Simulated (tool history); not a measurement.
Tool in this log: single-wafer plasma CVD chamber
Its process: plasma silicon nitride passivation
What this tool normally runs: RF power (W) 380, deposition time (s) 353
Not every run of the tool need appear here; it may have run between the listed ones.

run,hour,RF power (W),deposition time (s),wafers since the last listed run,hours since the last RF generator calibration,hours since the showerhead was replaced,hours since the gauge calibration,"read-back reference wafer on the same gauge, thickness_nm",mean film thickness on the monitor wafer (angstrom)
1,0.0,380,353,0,1684.8,2145.1,47.7,544.781,4613.92
2,68.8,380,353,258,1753.6,2213.9,116.5,543.775,4577.00
3,114.7,380,353,172,1799.5,2259.8,162.4,543.915,4615.55
4,207.1,320,353,346,1891.9,2352.2,254.8,543.374,4376.26
5,423.2,320,353,810,2108.0,2568.3,470.9,543.755,4357.28
6,464.7,380,353,155,2149.5,2609.8,512.4,543.989,4598.57
7,522.3,380,353,216,2207.1,2667.4,570.0,544.195,4611.17
8,592.7,380,353,264,2277.5,2737.8,640.4,544.227,4573.31
9,660.9,380,353,255,2345.7,2806.0,708.6,543.159,4620.35
10,714.6,380,353,201,2399.4,2859.7,762.3,543.948,4621.85
# hour 811.8: RF generator calibrated
11,813.4,335,353,340,1.6,2958.5,861.1,543.728,4552.64
12,914.2,380,353,378,102.4,3059.3,961.9,543.399,4689.99
# hour 969.0: gauge calibrated
13,982.7,380,353,256,170.9,3127.8,13.7,544.007,4692.22
14,1054.0,330,300,267,242.2,3199.1,85.0,543.915,3825.13
15,1154.6,380,353,377,342.8,3299.7,185.6,542.929,4668.22
16,1195.4,330,313,153,383.6,3340.5,226.4,543.743,3969.52
# hour 1210.7: showerhead replaced
17,1248.0,355,413,167,436.2,37.3,279.0,543.854,5381.02
18,1309.9,310,332,232,498.1,99.2,340.9,544.024,4124.08

Forecast run 19:
19,1388.4,380,353,294,576.6,177.7,419.4,?,?

{"run 19": {"read-back reference wafer on the same gauge, thickness_nm": 543.325, "mean film thickness on the monitor wafer (angstrom)": 4640.03}}
If the tool had no hidden condition, the same run with the same run-to-run variation would have returned mean film thickness on the monitor wafer (angstrom) 4726.37.

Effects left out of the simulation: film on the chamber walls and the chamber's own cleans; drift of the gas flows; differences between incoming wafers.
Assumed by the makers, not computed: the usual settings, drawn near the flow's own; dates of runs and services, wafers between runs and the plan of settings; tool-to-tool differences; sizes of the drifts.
